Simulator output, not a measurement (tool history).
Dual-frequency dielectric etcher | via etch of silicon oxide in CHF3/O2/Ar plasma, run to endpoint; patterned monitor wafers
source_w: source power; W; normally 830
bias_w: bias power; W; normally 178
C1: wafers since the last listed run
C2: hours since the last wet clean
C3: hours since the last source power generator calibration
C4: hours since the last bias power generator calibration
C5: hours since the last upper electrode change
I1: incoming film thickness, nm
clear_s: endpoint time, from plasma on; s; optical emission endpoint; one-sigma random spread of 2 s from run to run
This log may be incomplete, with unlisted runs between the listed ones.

{"run": 1, "hour": 0.0, "source_w": 830, "bias_w": 197, "C1": 0, "C2": 353.6, "C3": 1099.6, "C4": 3869.2, "C5": 3890.2, "I1": 706.3, "clear_s": 265.1}
{"hour": 24.1, "done": "wet clean of the chamber"}
{"run": 2, "hour": 33.6, "source_w": 830, "bias_w": 197, "C1": 29, "C2": 9.5, "C3": 1133.2, "C4": 3902.8, "C5": 3923.8, "I1": 715.4, "clear_s": 282.8}
{"run": 3, "hour": 52.4, "source_w": 830, "bias_w": 197, "C1": 58, "C2": 28.3, "C3": 1152, "C4": 3921.6, "C5": 3942.6, "I1": 715.2, "clear_s": 283.9}
{"run": 4, "hour": 71.6, "source_w": 910, "bias_w": 197, "C1": 59, "C2": 47.5, "C3": 1171.2, "C4": 3940.8, "C5": 3961.8, "I1": 715.7, "clear_s": 263.6}
{"run": 5, "hour": 105.1, "source_w": 830, "bias_w": 178, "C1": 104, "C2": 81, "C3": 1204.7, "C4": 3974.3, "C5": 3995.3, "I1": 714.6, "clear_s": 292.8}
{"run": 6, "hour": 139.0, "source_w": 830, "bias_w": 178, "C1": 105, "C2": 114.9, "C3": 1238.6, "C4": 4008.2, "C5": 4029.2, "I1": 711, "clear_s": 289.3}
{"run": 7, "hour": 205.1, "source_w": 830, "bias_w": 178, "C1": 206, "C2": 181, "C3": 1304.7, "C4": 4074.3, "C5": 4095.3, "I1": 723.7, "clear_s": 291.9}
{"run": 8, "hour": 226.0, "source_w": 920, "bias_w": 178, "C1": 65, "C2": 201.9, "C3": 1325.6, "C4": 4095.2, "C5": 4116.2, "I1": 710.2, "clear_s": 269.2}
{"run": 9, "hour": 241.3, "source_w": 920, "bias_w": 178, "C1": 47, "C2": 217.2, "C3": 1340.9, "C4": 4110.5, "C5": 4131.5, "I1": 712.8, "clear_s": 271.3}
{"run": 10, "hour": 274.1, "source_w": 890, "bias_w": 197, "C1": 102, "C2": 250, "C3": 1373.7, "C4": 4143.3, "C5": 4164.3, "I1": 708.9, "clear_s": 262.9}
{"run": 11, "hour": 294.4, "source_w": 890, "bias_w": 197, "C1": 63, "C2": 270.3, "C3": 1394, "C4": 4163.6, "C5": 4184.6, "I1": 724.7, "clear_s": 267.7}
{"run": 12, "hour": 327.7, "source_w": 830, "bias_w": 193, "C1": 104, "C2": 303.6, "C3": 1427.3, "C4": 4196.9, "C5": 4217.9, "I1": 710.7, "clear_s": 274.1}
{"run": 13, "hour": 355.2, "source_w": 830, "bias_w": 193, "C1": 85, "C2": 331.1, "C3": 1454.8, "C4": 4224.4, "C5": 4245.4, "I1": 717.5, "clear_s": 277.3}
{"run": 14, "hour": 386.6, "source_w": 910, "bias_w": 178, "C1": 98, "C2": 362.5, "C3": 1486.2, "C4": 4255.8, "C5": 4276.8, "I1": 716.4, "clear_s": 273.9}
{"hour": 413.3, "done": "wet clean of the chamber"}
{"hour": 453.5, "done": "bias power generator calibrated"}
{"run": 15, "hour": 465.5, "source_w": 750, "bias_w": 219, "C1": 158, "C2": 52.2, "C3": 1565.1, "C4": 12, "C5": 4355.7, "I1": 720.6, "clear_s": 266}
{"hour": 503.8, "done": "upper electrode replaced"}
{"hour": 514.8, "done": "source power generator calibrated"}
{"hour": 521.7, "done": "wet clean of the chamber, repeated, since the last time left the tool worse"}
{"run": 16, "hour": 522.2, "source_w": 830, "bias_w": 178, "C1": 68, "C2": 0.5, "C3": 7.4, "C4": 68.7, "C5": 18.4, "I1": 719.2, "clear_s": 295}
{"run": 17, "hour": 527.2, "source_w": 660, "bias_w": 151, "C1": 15, "C2": 5.5, "C3": 12.4, "C4": 73.7, "C5": 23.4, "I1": 718, "clear_s": 379.8}
{"run": 18, "hour": 561.4, "source_w": 900, "bias_w": 220, "C1": 106, "C2": 39.7, "C3": 46.6, "C4": 107.9, "C5": 57.6, "I1": 717.5, "clear_s": 257.1}
{"run": 19, "hour": 585.9, "source_w": 650, "bias_w": 208, "C1": 76, "C2": 64.2, "C3": 71.1, "C4": 132.4, "C5": 82.1, "I1": 713.6, "clear_s": 320.5}
{"run": 20, "hour": 600.1, "source_w": 830, "bias_w": 178, "C1": 44, "C2": 78.4, "C3": 85.3, "C4": 146.6, "C5": 96.3, "I1": 718.6, "clear_s": 294.6}
{"run": 21, "hour": 659.4, "source_w": 700, "bias_w": 147, "C1": 185, "C2": 137.7, "C3": 144.6, "C4": 205.9, "C5": 155.6, "I1": 706.5, "clear_s": 355.1}
{"run": 22, "hour": 680.6, "source_w": 830, "bias_w": 178, "C1": 66, "C2": 158.9, "C3": 165.8, "C4": 227.1, "C5": 176.8, "I1": 718.5, "clear_s": 290.6}
{"run": 23, "hour": 698.1, "source_w": 750, "bias_w": 202, "C1": 54, "C2": 176.4, "C3": 183.3, "C4": 244.6, "C5": 194.3, "I1": 712.4, "clear_s": 288.6}
{"run": 24, "hour": 717.6, "source_w": 680, "bias_w": 193, "C1": 60, "C2": 195.9, "C3": 202.8, "C4": 264.1, "C5": 213.8, "I1": 717.8, "clear_s": 317.3}
{"run": 25, "hour": 777.3, "source_w": 960, "bias_w": 159, "C1": 186, "C2": 255.6, "C3": 262.5, "C4": 323.8, "C5": 273.5, "I1": 715.5, "clear_s": 280.3}
{"run": 26, "hour": 807.1, "source_w": 650, "bias_w": 192, "C1": 93, "C2": 285.4, "C3": 292.3, "C4": 353.6, "C5": 303.3, "I1": 718.3, "clear_s": 330.7}

Each row is a separate what-if for the run after 26, all from the same tool condition, not one after another. Results?
{"run": "A", "hour": 807.6, "source_w": 830, "bias_w": 178, "C1": 1, "C2": 285.9, "C3": 292.8, "C4": 354.1, "C5": 303.8, "I1": 716.4, "clear_s": "?"}
{"run": "B", "hour": 807.6, "source_w": 690, "bias_w": 159, "C1": 1, "C2": 285.9, "C3": 292.8, "C4": 354.1, "C5": 303.8, "I1": 716.4, "clear_s": "?"}
{"run": "C", "hour": 807.6, "source_w": 750, "bias_w": 189, "C1": 1, "C2": 285.9, "C3": 292.8, "C4": 354.1, "C5": 303.8, "I1": 716.4, "clear_s": "?"}
{"run": "D", "hour": 807.6, "source_w": 690, "bias_w": 178, "C1": 1, "C2": 285.9, "C3": 292.8, "C4": 354.1, "C5": 303.8, "I1": 716.4, "clear_s": "?"}

run=A clear_s=289.4
run=B clear_s=347.3
run=C clear_s=299
run=D clear_s=326.5
With no hidden state in the tool, these same runs would have given:
run=A clear_s=295.6
run=B clear_s=354.8
run=C clear_s=305.5
run=D clear_s=333.6
